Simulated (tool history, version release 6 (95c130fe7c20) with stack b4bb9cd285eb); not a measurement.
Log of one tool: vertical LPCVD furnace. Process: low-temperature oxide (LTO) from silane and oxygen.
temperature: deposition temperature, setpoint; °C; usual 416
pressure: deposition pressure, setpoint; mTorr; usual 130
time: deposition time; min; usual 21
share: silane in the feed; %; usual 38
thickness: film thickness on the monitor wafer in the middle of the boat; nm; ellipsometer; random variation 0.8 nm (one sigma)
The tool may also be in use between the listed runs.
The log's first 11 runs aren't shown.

run,hour,temperature,pressure,time,share,wafers since the last listed run,hours since the last temperature calibration,hours since the pressure gauge was zeroed,hours since the silane flow controller was replaced,hours since the gauge calibration,"read-back reference wafer on the same gauge, thickness",thickness
12,350.7,416,110,14.5,38,112,143.9,4110.3,129.9,358.7,128.14,76.79
13,375.4,412,130,21,38,220,168.6,4135,154.6,383.4,128.17,126.7
14,408.2,416,130,21,36,292,201.4,4167.8,187.4,416.2,127.95,122.74
15,442.3,416,130,21,38,304,235.5,4201.9,221.5,450.3,127.82,132.64
16,458.6,428,145,16,42,145,251.8,4218.2,237.8,466.6,127.69,141.11
17,473.7,421,130,13,38,134,266.9,4233.3,252.9,481.7,127.93,86.01
18,506.8,423,110,25,38,295,300,4266.4,286,514.8,127.84,142.72
19,535.6,416,130,21,38,257,328.8,4295.2,314.8,543.6,127.53,132.16
# hour 558.7: gauge calibrated
20,565.6,416,120,28.5,36,267,358.8,4325.2,344.8,6.9,130.89,158.86
21,591.9,411,130,26.5,38,234,385.1,4351.5,371.1,33.2,130.61,161.7
# hour 656.4: pressure gauge zeroed
22,698.7,416,130,21,38,739,491.9,42.3,477.9,140,129.43,133
23,731.6,413,105,14,38,293,524.8,75.2,510.8,172.9,129.08,69.51
24,758,416,100,15.5,35,235,551.2,101.6,537.2,199.3,128.79,68.73
25,787.4,416,100,21,38,262,580.6,131,566.6,228.7,128.69,100.83
26,815.5,405,140,13,41,250,608.7,159.1,594.7,256.8,128.55,87.23
27,845.2,428,130,15.5,38,265,638.4,188.8,624.4,286.5,128.35,110.02
28,869,416,130,21,38,212,662.2,212.6,648.2,310.3,128.43,132.73
29,903.9,416,130,21,38,311,697.1,247.5,683.1,345.2,128.13,132.3
30,937.8,416,130,21,38,302,731,281.4,717,379.1,128.09,131.59

Run 31 comes next. What will it give?
31,969.1,416,130,21,38,279,762.3,312.7,748.3,410.4,?,?

Run 31 gave read-back reference wafer on the same gauge, thickness 128.07, thickness 133.67 nm.
Without the tool's hidden state the same run would have given thickness 136.81 nm.

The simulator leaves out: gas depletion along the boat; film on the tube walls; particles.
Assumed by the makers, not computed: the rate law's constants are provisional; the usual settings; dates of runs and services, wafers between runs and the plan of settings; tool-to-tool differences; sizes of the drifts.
